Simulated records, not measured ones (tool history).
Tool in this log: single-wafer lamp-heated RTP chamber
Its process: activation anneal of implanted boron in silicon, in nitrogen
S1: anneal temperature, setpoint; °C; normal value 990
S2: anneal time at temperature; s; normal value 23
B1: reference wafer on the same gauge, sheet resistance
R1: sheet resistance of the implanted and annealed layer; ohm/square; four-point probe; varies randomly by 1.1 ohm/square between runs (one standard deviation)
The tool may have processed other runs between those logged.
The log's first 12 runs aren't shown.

run 13 hour=1159.7 | S1=990 S2=23 | B1=201.81 | R1=239.25
run 14 hour=1205.0 | S1=990 S2=23 | B1=202.27 | R1=242.23
-- hour=1280.8 gauge calibrated
-- hour=1295.7 pyrometer window cleaned and pyrometer calibrated
run 15 hour=1303.0 | S1=990 S2=23 | B1=201.51 | R1=245.96
run 16 hour=1346.8 | S1=990 S2=28 | B1=202.22 | R1=243.96
-- hour=1363.9 reflector plate cleaned
run 17 hour=1386.0 | S1=979 S2=9 | B1=202.68 | R1=256.73
run 18 hour=1473.8 | S1=990 S2=23 | B1=201.60 | R1=243.06
run 19 hour=1559.8 | S1=975 S2=32 | B1=201.85 | R1=247.63
run 20 hour=1641.3 | S1=978 S2=23 | B1=201.65 | R1=245.49
run 21 hour=1684.1 | S1=1003 S2=13 | B1=201.94 | R1=237.26
run 22 hour=1767.8 | S1=990 S2=23 | B1=201.35 | R1=240.55
run 23 hour=1818.0 | S1=1009 S2=28 | B1=202.14 | R1=236.32
-- hour=1839.9 pyrometer window cleaned and pyrometer calibrated
run 24 hour=1897.8 | S1=1009 S2=23 | B1=201.76 | R1=238.98
-- hour=1957.8 reflector plate cleaned
run 25 hour=1969.3 | S1=977 S2=14 | B1=201.98 | R1=253.93
run 26 hour=2015.1 | S1=990 S2=23 | B1=202.17 | R1=242.03
run 27 hour=2075.7 | S1=990 S2=36 | B1=201.98 | R1=240.18
run 28 hour=2178.8 | S1=990 S2=23 | B1=201.99 | R1=241.09
run 29 hour=2268.9 | S1=990 S2=19 | B1=201.56 | R1=241.30
run 30 hour=2338.8 | S1=990 S2=23 | B1=202.26 | R1=240.07
run 31 hour=2378.7 | S1=976 S2=32 | B1=201.94 | R1=247.08
run 32 hour=2436.5 | S1=990 S2=23 | B1=202.18 | R1=240.97
run 33 hour=2502.3 | S1=990 S2=23 | B1=201.70 | R1=238.53
-- hour=2550.6 pyrometer window cleaned and pyrometer calibrated
-- hour=2555.2 reflector plate cleaned
run 34 hour=2574.9 | S1=990 S2=29 | B1=201.94 | R1=244.99
run 35 hour=2631.0 | S1=969 S2=23 | B1=202.60 | R1=261.05
run 36 hour=2729.8 | S1=965 S2=18 | B1=201.73 | R1=264.13

4 options for the next run, each taken on its own from the tool as it stands now. Forecast them:
run A hour=2730.2 | S1=990 S2=27 | B1=? | R1=?
run B hour=2730.2 | S1=981 S2=31 | B1=? | R1=?
run C hour=2730.2 | S1=1001 S2=27 | B1=? | R1=?
run D hour=2730.2 | S1=970 S2=35 | B1=? | R1=?

run=A B1=202.09 R1=241.30
run=B B1=202.09 R1=244.91
run=C B1=202.09 R1=237.88
run=D B1=202.09 R1=251.59
Had the tool no hidden state, the same runs would have come out as:
run=A R1=244.89
run=B R1=249.88
run=C R1=240.05
run=D R1=259.00
